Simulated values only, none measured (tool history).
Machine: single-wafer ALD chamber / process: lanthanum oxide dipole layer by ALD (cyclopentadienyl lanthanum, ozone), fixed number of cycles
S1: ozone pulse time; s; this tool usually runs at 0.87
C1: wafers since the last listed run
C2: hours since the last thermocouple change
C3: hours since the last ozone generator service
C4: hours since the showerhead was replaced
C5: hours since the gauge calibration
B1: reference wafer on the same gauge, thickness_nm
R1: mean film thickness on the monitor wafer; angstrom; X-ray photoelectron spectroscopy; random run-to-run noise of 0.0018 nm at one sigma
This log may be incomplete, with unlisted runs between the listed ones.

run,hour,S1,C1,C2,C3,C4,C5,B1,R1
1,0,0.65,0,2319.9,540.7,4961.3,1697.6,0.474,3.43
2,61.1,0.87,762,2381,601.8,5022.4,1758.7,0.474,4.36
3,99.3,0.87,477,2419.2,640,5060.6,1796.9,0.474,4.37
4,169.9,0.87,881,2489.8,710.6,5131.2,1867.5,0.474,4.35
5,204.3,0.87,429,2524.2,745,5165.6,1901.9,0.474,4.37
# hour 245: thermocouple changed; heater temperature recalibrated
6,259.6,0.97,590,14.6,800.3,5220.9,1957.2,0.474,4.61
7,322.2,0.97,781,77.2,862.9,5283.5,2019.8,0.475,4.6
8,361.8,0.97,494,116.8,902.5,5323.1,2059.4,0.475,4.59
9,389.3,0.64,343,144.3,930,5350.6,2086.9,0.475,3.32
10,413.4,0.64,300,168.4,954.1,5374.7,2111,0.474,3.3
11,467.3,0.87,673,222.3,1008,5428.6,2164.9,0.473,4.31
12,497.5,1.21,377,252.5,1038.2,5458.8,2195.1,0.473,5.03
13,549.4,1.09,648,304.4,1090.1,5510.7,2247,0.474,4.77
# hour 573.7: gauge calibrated
14,599,0.52,619,354,1139.7,5560.3,25.3,0.474,2.42
# hour 650.9: ozone generator serviced
15,773.4,1.18,2077,528.4,122.5,5734.7,199.7,0.473,5.01
16,822.3,0.56,610,577.3,171.4,5783.6,248.6,0.474,2.89
# hour 933.2: showerhead replaced
17,951,1.07,1507,706,300.1,17.8,377.3,0.474,4.82
18,993.2,1.02,526,748.2,342.3,60,419.5,0.474,4.8
19,1055.9,0.64,782,810.9,405,122.7,482.2,0.475,3.38
20,1110,0.97,675,865,459.1,176.8,536.3,0.473,4.67
21,1181,0.61,886,936,530.1,247.8,607.3,0.475,3.19
22,1249.2,1.04,851,1004.2,598.3,316,675.5,0.474,4.79
23,1334.8,0.87,1068,1089.8,683.9,401.6,761.1,0.474,4.37
24,1392.3,0.75,718,1147.3,741.4,459.1,818.6,0.474,3.9
25,1562,0.87,2119,1317,911.1,628.8,988.3,0.474,4.34
26,1588.2,0.72,327,1343.2,937.3,655,1014.5,0.474,3.72
27,1624.2,0.62,449,1379.2,973.3,691,1050.5,0.474,3.19
28,1656.4,1.01,402,1411.4,1005.5,723.2,1082.7,0.474,4.69
29,1685.5,0.63,363,1440.5,1034.6,752.3,1111.8,0.474,3.24
30,1750.3,0.87,809,1505.3,1099.4,817.1,1176.6,0.473,4.33
31,1789.8,1.07,493,1544.8,1138.9,856.6,1216.1,0.474,4.77
32,1848.5,1.11,732,1603.5,1197.6,915.3,1274.8,0.473,4.83
33,1890.1,0.6,519,1645.1,1239.2,956.9,1316.4,0.473,3.02
# hour 1901.4: ozone generator serviced
34,1924.4,0.76,328,1679.4,23,991.2,1350.7,0.474,3.99

What the log doesn't show, run by run:
wafer temperature above the value expected at the setpoint (K): 0 on each run
gauge reads high (%): 0 on each run
H1: ozone dose above that of a generator just serviced (%)
run,H1
1,-2.08
2,-2.31
3,-2.45
4,-2.71
5,-2.84
6,-3.04
7,-3.28
8,-3.42
9,-3.52
10,-3.61
11,-3.81
12,-3.93
13,-4.12
14,-4.3
15,-0.482
16,-0.664
17,-1.14
18,-1.3
19,-1.53
20,-1.73
21,-1.99
22,-2.25
23,-2.56
24,-2.78
25,-3.41
26,-3.5
27,-3.64
28,-3.76
29,-3.87
30,-4.11
31,-4.25
32,-4.47
33,-4.62
34,-0.765
